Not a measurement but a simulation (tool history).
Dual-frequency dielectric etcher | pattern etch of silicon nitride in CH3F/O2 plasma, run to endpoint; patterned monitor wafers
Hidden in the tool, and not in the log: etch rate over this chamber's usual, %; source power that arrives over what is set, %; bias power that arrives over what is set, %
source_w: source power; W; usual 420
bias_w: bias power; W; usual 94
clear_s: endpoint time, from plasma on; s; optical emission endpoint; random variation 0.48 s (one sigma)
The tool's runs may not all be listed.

run	hour	source_w	bias_w	wafers since the last listed run	hours since the last wet clean	hours since the last source power generator calibration	hours since the last bias power generator calibration	hours since the last upper electrode change	incoming incoming film thickness, nm	clear_s
1	0	420	94	0	144.8	3488.8	2718.7	4647.7	60.7	58.8
2	53.5	420	94	299	198.3	3542.3	2772.2	4701.2	61.4	59.5
3	106	490	94	293	250.8	3594.8	2824.7	4753.7	60.6	55.5
4	132.3	420	94	147	277.1	3621.1	2851	4780	61.2	59.2
5	160.3	420	88	156	305.1	3649.1	2879	4808	60.9	59.7
6	213.5	420	94	297	358.3	3702.3	2932.2	4861.2	61	58.3
7	250.8	420	94	208	395.6	3739.6	2969.5	4898.5	60.4	57.7
8	279.8	420	94	162	424.6	3768.6	2998.5	4927.5	61.5	57.8
9	350	420	94	392	494.8	3838.8	3068.7	4997.7	60.8	57.2
# hour 407.8: wet clean of the chamber
10	408.3	420	94	191	0.5	3897.1	3127	5056	60.8	59.4
11	454.5	420	79	258	46.7	3943.3	3173.2	5102.2	61	63.1
# hour 475.9: source power generator calibrated
12	486	420	79	153	78.2	10.1	3204.7	5133.7	61	63.5
13	526.9	420	94	228	119.1	51	3245.6	5174.6	61.1	58.8
14	574.9	420	94	268	167.1	99	3293.6	5222.6	61	59.6
# hour 580.3: bias power generator calibrated
15	606.6	460	77	154	198.8	130.7	26.3	5254.3	61.3	60.8
16	659.7	420	94	297	251.9	183.8	79.4	5307.4	61.2	59.4
17	721.3	450	108	344	313.5	245.4	141	5369	61.7	54.9
18	838.3	420	113	654	430.5	362.4	258	5486	60.9	54.1
19	867.1	420	94	161	459.3	391.2	286.8	5514.8	60.5	56.7
20	913	420	94	256	505.2	437.1	332.7	5560.7	61	57.4
# hour 952.1: wet clean of the chamber
21	965.1	450	116	157	13	489.2	384.8	5612.8	60.4	53.8
# hour 1013.2: upper electrode replaced, of another model than before
22	1013.7	420	94	137	61.6	537.8	433.4	0.5	60.3	58.8
23	1068	420	108	303	115.9	592.1	487.7	54.8	61	55.6
24	1101.2	420	83	185	149.1	625.3	520.9	88	60.5	62.8
25	1149.6	420	94	270	197.5	673.7	569.3	136.4	60.7	59.1
26	1219.2	490	70	389	267.1	743.3	638.9	206	60.2	64.5
27	1271	450	116	289	318.9	795.1	690.7	257.8	60.8	51.8
28	1327.8	420	115	317	375.7	851.9	747.5	314.6	61.3	53.2
29	1354.5	340	107	149	402.4	878.6	774.2	341.3	60.7	56.7

Measured less the same run without the tool's hidden state. The same run-to-run variation is in both; the gauge's scatter may not be:
run	clear_s
1	-0.6
2	-0.9
3	-1.1
4	-1.3
5	-1.5
6	-1.7
7	-1.9
8	-2.1
9	-2.3
10	-0.2
11	-0.5
12	-0.7
13	-0.9
14	-1.1
15	-1.4
16	-1.6
17	-1.7
18	-2.3
19	-2.5
20	-2.8
21	-0.2
22	-0.5
23	-0.7
24	-1
25	-1.2
26	-1.7
27	-1.6
28	-1.9
29	-2.2
